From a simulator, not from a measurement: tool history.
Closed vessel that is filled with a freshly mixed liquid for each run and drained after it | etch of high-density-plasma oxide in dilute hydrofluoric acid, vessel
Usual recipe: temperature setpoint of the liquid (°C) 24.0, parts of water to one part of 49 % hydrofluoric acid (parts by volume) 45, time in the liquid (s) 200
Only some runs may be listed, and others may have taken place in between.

run	hour	temperature setpoint of the liquid (°C)	parts of water to one part of 49 % hydrofluoric acid (parts by volume)	time in the liquid (s)	wafers since the last listed run	hours since the thermometer was replaced	hours since the hydrofluoric acid flow meter was replaced	hours since the gauge calibration	read-back film thickness of the high-density-plasma oxide reference wafer, read on the same gauge (nm)	thickness taken off the high-density-plasma oxide on a monitor wafer (angstrom)
1	0.0	24.0	45	200	0	2685.1	1925.6	664.5	89.97	336.7
2	18.2	24.0	45	200	1272	2703.3	1943.8	682.7	90.01	331.0
3	31.1	24.0	45	200	902	2716.2	1956.7	695.6	90.02	335.5
4	43.6	24.0	55	145	874	2728.7	1969.2	708.1	89.96	195.2
5	69.8	24.0	55	145	1832	2754.9	1995.4	734.3	89.98	194.8
6	104.8	24.0	55	145	2447	2789.9	2030.4	769.3	89.98	194.0
7	122.4	24.0	45	200	1230	2807.5	2048.0	786.9	90.02	332.6
8	153.5	24.0	45	200	2175	2838.6	2079.1	818.0	89.98	327.5
9	169.0	24.0	45	200	1084	2854.1	2094.6	833.5	90.00	332.3
10	204.9	24.0	35	250	2510	2890.0	2130.5	869.4	90.02	534.6
11	230.5	24.0	35	250	1790	2915.6	2156.1	895.0	89.96	532.0
12	247.4	24.0	45	200	1181	2932.5	2173.0	911.9	90.01	327.7
13	262.8	24.0	55	85	1077	2947.9	2188.4	927.3	89.96	113.5
14	289.7	24.0	45	200	1881	2974.8	2215.3	954.2	89.98	324.9
# hour 299.3: thermometer replaced
15	309.2	24.0	30	200	1293	9.9	2234.8	973.7	89.94	508.4
16	337.1	24.0	45	200	1951	37.8	2262.7	1001.6	89.96	324.4
# hour 350.8: hydrofluoric acid flow meter replaced
17	354.0	20.5	30	200	1112	54.7	3.2	1018.5	89.95	494.2
18	368.4	24.0	45	200	1007	69.1	17.6	1032.9	90.03	376.9
# hour 370.2: gauge calibrated
19	380.8	20.0	45	200	867	81.5	30.0	10.6	89.99	317.2
20	415.5	24.0	45	90	2426	116.2	64.7	45.3	90.02	169.2
21	442.1	22.0	45	250	1860	142.8	91.3	71.9	90.00	429.9
22	466.8	22.0	45	250	1727	167.5	116.0	96.6	89.95	431.0
23	497.3	24.0	45	200	2133	198.0	146.5	127.1	89.93	378.0
24	529.4	19.0	55	120	2245	230.1	178.6	159.2	90.00	146.1
25	550.5	26.5	35	200	1475	251.2	199.7	180.3	90.05	533.5
26	582.0	22.5	55	200	2203	282.7	231.2	211.8	89.99	279.5
27	604.6	24.0	45	240	1580	305.3	253.8	234.4	90.02	445.1
28	636.4	20.5	55	80	2224	337.1	285.6	266.2	90.00	103.0
29	650.7	28.5	30	250	1000	351.4	299.9	280.5	89.98	845.3
30	666.4	24.0	45	200	1098	367.1	315.6	296.2	89.97	364.0
31	689.0	22.0	45	150	1580	389.7	338.2	318.8	90.02	250.8
32	792.6	24.0	45	115	7245	493.3	441.8	422.4	89.99	210.5
33	811.1	29.0	35	235	1293	511.8	460.3	440.9	89.95	687.1

Alternative continuations, all from the tool just after run 33; predict every row:
A	811.8	24.0	45	145	48	512.5	461.0	441.6	?	?
B	811.8	19.5	30	305	48	512.5	461.0	441.6	?	?
C	811.8	28.0	35	290	48	512.5	461.0	441.6	?	?

run	read-back film thickness of the high-density-plasma oxide reference wafer, read on the same gauge (nm)	thickness taken off the high-density-plasma oxide on a monitor wafer (angstrom)
A	90.00	267.8
B	90.00	712.5
C	90.00	822.6
Take away the tool's hidden state, keep each run's random variation, and the runs would have read:
run	thickness taken off the high-density-plasma oxide on a monitor wafer (angstrom)
A	276.3
B	734.4
C	848.4
